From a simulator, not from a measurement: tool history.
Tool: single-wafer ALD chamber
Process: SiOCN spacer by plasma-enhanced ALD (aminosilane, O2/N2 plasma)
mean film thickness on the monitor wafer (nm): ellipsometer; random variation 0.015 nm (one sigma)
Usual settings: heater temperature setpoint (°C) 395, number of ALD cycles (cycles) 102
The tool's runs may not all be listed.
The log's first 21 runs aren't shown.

| run | hour | heater temperature setpoint (°C) | number of ALD cycles (cycles) | wafers since the last listed run | hours since the last thermocouple change | hours since the gauge calibration | read-back reference wafer on the same gauge, thickness_nm | mean film thickness on the monitor wafer (nm) |
|---|---|---|---|---|---|---|---|---|
| 22 | 1308.1 | 395 | 102 | 297 | 1647.1 | 410.7 | 5.929 | 5.941 |
| 23 | 1366.5 | 388 | 87 | 198 | 1705.5 | 469.1 | 5.921 | 5.101 |
|  | 1399.3 | thermocouple changed; heater temperature recalibrated |
| 24 | 1399.8 | 380 | 92 | 86 | 0.5 | 502.4 | 5.931 | 5.394 |
| 25 | 1442.8 | 399 | 120 | 146 | 43.5 | 545.4 | 5.924 | 7.009 |
| 26 | 1511.2 | 399 | 83 | 232 | 111.9 | 613.8 | 5.916 | 4.841 |
| 27 | 1568.7 | 400 | 102 | 195 | 169.4 | 671.3 | 5.909 | 5.927 |
| 28 | 1593.6 | 395 | 122 | 84 | 194.3 | 696.2 | 5.911 | 7.134 |
| 29 | 1697.5 | 400 | 87 | 353 | 298.2 | 800.1 | 5.905 | 5.077 |
| 30 | 1837.5 | 395 | 97 | 476 | 438.2 | 940.1 | 5.881 | 5.635 |
| 31 | 1883.6 | 395 | 119 | 156 | 484.3 | 986.2 | 5.884 | 6.921 |

5 ways to go on from here, each from the tool as it stands after run 31. What would each give?
| A | 1884.2 | 395 | 89 | 2 | 484.9 | 986.8 | ? | ? |
| B | 1884.2 | 401 | 89 | 2 | 484.9 | 986.8 | ? | ? |
| C | 1884.2 | 395 | 111 | 2 | 484.9 | 986.8 | ? | ? |
| D | 1884.2 | 383 | 102 | 2 | 484.9 | 986.8 | ? | ? |
| E | 1884.2 | 405 | 113 | 2 | 484.9 | 986.8 | ? | ? |

| run | read-back reference wafer on the same gauge, thickness_nm | mean film thickness on the monitor wafer (nm) |
|---|---|---|
| A | 5.876 | 5.167 |
| B | 5.876 | 5.163 |
| C | 5.876 | 6.444 |
| D | 5.876 | 5.922 |
| E | 5.876 | 6.486 |
Without the tool's hidden state the same runs would have given:
| run | mean film thickness on the monitor wafer (nm) |
|---|---|
| A | 5.211 |
| B | 5.206 |
| C | 6.499 |
| D | 5.972 |
| E | 6.540 |
